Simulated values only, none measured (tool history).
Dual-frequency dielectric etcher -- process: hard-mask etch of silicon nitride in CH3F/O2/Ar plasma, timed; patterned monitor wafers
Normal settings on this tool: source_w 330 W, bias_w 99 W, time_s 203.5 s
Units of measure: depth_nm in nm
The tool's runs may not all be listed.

run     day  source_w  bias_w  time_s  wafers since the last listed run  hours since the last wet clean  hours since the last source power generator calibration  hours since the last bias power generator calibration  hours since the last upper electrode change  hours since the gauge calibration  read-back reference wafer on the same gauge, depth_nm  depth_nm
  1       0       310     116   203.5                                 0                            58.1                                                   1745.6                                                  186.1                                       1541.4                             1117.3                                                  142.7     160.2
  2   2.825       310     116   203.5                               389                           125.9                                                   1813.4                                                  253.9                                       1609.2                             1185.1                                                  142.6     159.1
  3  15.758       330     112   203.5                              1784                           436.3                                                   2123.8                                                  564.3                                       1919.6                             1495.5                                                  142.3     160.6
     18.858  -- wet clean of the chamber
  4  18.879       330     112   203.5                               292                             0.5                                                   2198.7                                                  639.2                                       1994.5                             1570.4                                                    142     160.9
  5  23.112       330     112   203.5                               584                           102.1                                                   2300.3                                                  740.8                                       2096.1                               1672                                                  142.2     161.3
  6  25.575       330      99   203.5                               339                           161.2                                                   2359.4                                                  799.9                                       2155.2                             1731.1                                                  142.1     154.5
  7    28.4       330      99   203.5                               389                             229                                                   2427.2                                                  867.7                                         2223                             1798.9                                                    142     154.4
  8  31.383       270      99   203.5                               411                           300.6                                                   2498.8                                                  939.3                                       2294.6                             1870.5                                                  141.9     143.5
  9  35.617       270      99   203.5                               584                           402.2                                                   2600.4                                                 1040.9                                       2396.2                             1972.1                                                  141.9     143.8
     38.917  -- upper electrode replaced
     41.388  -- wet clean of the chamber
 10  42.446       270      99   203.5                               666                            25.4                                                   2764.3                                                 1204.8                                         84.7                               2136                                                  141.9     143.3
     43.342  -- source power generator calibrated
 11  44.442       330      99   203.5                               252                            73.3                                                     26.4                                                 1252.7                                        132.6                             2183.9                                                  141.8     153.6
 12  46.604       330      99   203.5                               298                           125.2                                                     78.3                                                 1304.6                                        184.5                             2235.8                                                  141.6       154
 13  48.458       330      99   203.5                               255                           169.7                                                    122.8                                                 1349.1                                          229                             2280.3                                                  141.9     154.4
 14  50.212       330      99   203.5                               242                           211.8                                                    164.9                                                 1391.2                                        271.1                             2322.4                                                  141.7     154.2
 15   54.25       330     113   203.5                               557                           308.7                                                    261.8                                                 1488.1                                          368                             2419.3                                                  141.8     161.1
 16  57.733       400      99     232                               480                           392.3                                                    345.4                                                 1571.7                                        451.6                             2502.9                                                  141.8     188.2
     59.179  -- gauge calibrated
 17  61.708       270      76   203.5                               548                           487.7                                                    440.8                                                 1667.1                                          547                               60.7                                                  145.3     134.9
     63.583  -- wet clean of the chamber
 18  64.779       360      86     235                               285                            28.7                                                    514.5                                                 1740.8                                        620.7                              134.4                                                  144.8       179
 19  68.183       330      99   203.5                               469                           110.4                                                    596.2                                                 1822.5                                        702.4                              216.1                                                  144.4       158
 20  69.796       330      99   203.5                               222                           149.1                                                    634.9                                                 1861.2                                        741.1                              254.8                                                    144     157.1
     70.908  -- bias power generator calibrated
 21  72.133       330      87   203.5                               299                           205.2                                                      691                                                   29.4                                        797.2                              310.9                                                    144     149.4
 22  77.079       370     120   203.5                               682                           323.9                                                    809.7                                                  148.1                                        915.9                              429.6                                                  143.2     173.6
 23  79.338       330     121     232                               311                           378.1                                                    863.9                                                  202.3                                        970.1                              483.8                                                  143.4     189.6
     80.367  -- wet clean of the chamber
 24  82.717       330      99   203.5                               328                            56.4                                                      945                                                  283.4                                       1051.2                              564.9                                                    143     155.7
 25   84.35       250      75   203.5                               225                            95.6                                                    984.2                                                  322.6                                       1090.4                              604.1                                                    143     128.4
 26  87.112       330      99   203.5                               381                           161.9                                                   1050.5                                                  388.9                                       1156.7                              670.4                                                  142.6     154.6
 27    89.8       370     120   203.5                               370                           226.4                                                     1115                                                  453.4                                       1221.2                              734.9                                                  142.6     172.4
 28  93.929       330      99   203.5                               569                           325.5                                                   1214.1                                                  552.5                                       1320.3                                834                                                  142.4     154.8
 29  98.183       260     107   158.5                               587                           427.6                                                   1316.2                                                  654.6                                       1422.4                              936.1                                                  141.8     112.9

Consider 3 possible next runs. They are alternatives, not a sequence: every one starts from the tool as it was left by run 29. What does each give?
  A  98.204       330      99     246                                 2                           428.1                                                   1316.7                                                  655.1                                       1422.9                              936.6                                                      ?         ?
  B  98.204       330      99     177                                 2                           428.1                                                   1316.7                                                  655.1                                       1422.9                              936.6                                                      ?         ?
  C  98.204       380     122     254                                 2                           428.1                                                   1316.7                                                  655.1                                       1422.9                              936.6                                                      ?         ?

run  read-back reference wafer on the same gauge, depth_nm  depth_nm
  A                                                  142.4     186.8
  B                                                  142.4     134.4
  C                                                  142.4     218.1
Stripped of hidden state, with their random variation kept, the same runs would have yielded:
run  depth_nm
  A       192
  B     138.1
  C     224.1

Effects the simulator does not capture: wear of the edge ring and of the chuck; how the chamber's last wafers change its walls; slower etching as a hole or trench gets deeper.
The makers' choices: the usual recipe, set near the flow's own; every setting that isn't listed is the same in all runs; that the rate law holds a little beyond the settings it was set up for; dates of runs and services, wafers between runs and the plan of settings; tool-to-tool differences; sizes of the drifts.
